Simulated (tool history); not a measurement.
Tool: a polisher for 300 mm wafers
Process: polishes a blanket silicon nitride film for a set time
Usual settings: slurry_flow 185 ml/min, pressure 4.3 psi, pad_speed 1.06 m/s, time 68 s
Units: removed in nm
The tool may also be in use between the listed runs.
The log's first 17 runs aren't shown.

| run | hour | slurry_flow | pressure | pad_speed | time | incoming thickness of the incoming film, nm | removed |
|---|---|---|---|---|---|---|---|
| 18 | 1065.9 | 185 | 4.3 | 1.06 | 68 | 744.7 | 137.6 |
| 19 | 1101.3 | 185 | 3.8 | 1.06 | 62 | 752.1 | 111.4 |
| 20 | 1156.2 | 185 | 4.3 | 1.06 | 90 | 759.2 | 174.3 |
|  | 1231.9 | worn pad replaced by a new one |
| 21 | 1261.6 | 225 | 4.3 | 1.36 | 68 | 753.1 | 189.8 |
| 22 | 1327.6 | 185 | 4.3 | 1.06 | 68 | 748 | 151.3 |
| 23 | 1388.3 | 240 | 3.3 | 1.06 | 80 | 752.4 | 133.3 |
|  | 1477.6 | slurry nozzle cleaned |
| 24 | 1486.6 | 185 | 4.3 | 1.06 | 68 | 751.3 | 141.9 |
| 25 | 1550.9 | 185 | 5.3 | 1.06 | 68 | 748.9 | 172.3 |
| 26 | 1610.2 | 185 | 4.3 | 1.06 | 68 | 765.7 | 141.5 |
| 27 | 1638.7 | 185 | 5 | 0.78 | 68 | 745.2 | 123.8 |
|  | 1653.1 | head pressure recalibrated |
|  | 1659.3 | worn pad replaced by a new one |
| 28 | 1707.4 | 185 | 4.3 | 1.06 | 68 | 741 | 150.3 |
| 29 | 1766.5 | 185 | 4.3 | 1.06 | 52 | 748.5 | 114.9 |
| 30 | 1798.6 | 120 | 3.2 | 1.06 | 68 | 754.4 | 101 |
| 31 | 1841.6 | 155 | 3.6 | 1.06 | 68 | 754.9 | 120 |
| 32 | 1905.7 | 185 | 4.3 | 1.32 | 68 | 733.4 | 167 |
| 33 | 1932.9 | 165 | 4.3 | 1.06 | 53 | 739 | 109.3 |
| 34 | 1979.8 | 210 | 4.3 | 0.86 | 46 | 754.3 | 81.7 |
| 35 | 2017 | 220 | 4.3 | 1.06 | 68 | 759.5 | 139.1 |
| 36 | 2078 | 220 | 4.3 | 0.8 | 68 | 742.6 | 110.3 |
| 37 | 2136.2 | 235 | 3.1 | 0.7 | 68 | 754.5 | 73.3 |
|  | 2162.8 | slurry nozzle cleaned |
|  | 2171.3 | worn pad replaced by a new one |
| 38 | 2204.4 | 185 | 4.3 | 1.06 | 68 | 761.2 | 143.8 |

Forecast each of these 3 alternatives for the next run:
| A | 2204.8 | 185 | 4.3 | 1.06 | 68 | 746.6 | ? |
| B | 2204.8 | 185 | 3 | 1.06 | 68 | 746.6 | ? |
| C | 2204.8 | 185 | 4.3 | 1.2 | 85 | 746.6 | ? |

| run | removed |
|---|---|
| A | 146.4 |
| B | 102.2 |
| C | 202.2 |
Without the tool's hidden state the same runs would have given:
| run | removed |
|---|---|
| A | 149.6 |
| B | 104.4 |
| C | 206.5 |

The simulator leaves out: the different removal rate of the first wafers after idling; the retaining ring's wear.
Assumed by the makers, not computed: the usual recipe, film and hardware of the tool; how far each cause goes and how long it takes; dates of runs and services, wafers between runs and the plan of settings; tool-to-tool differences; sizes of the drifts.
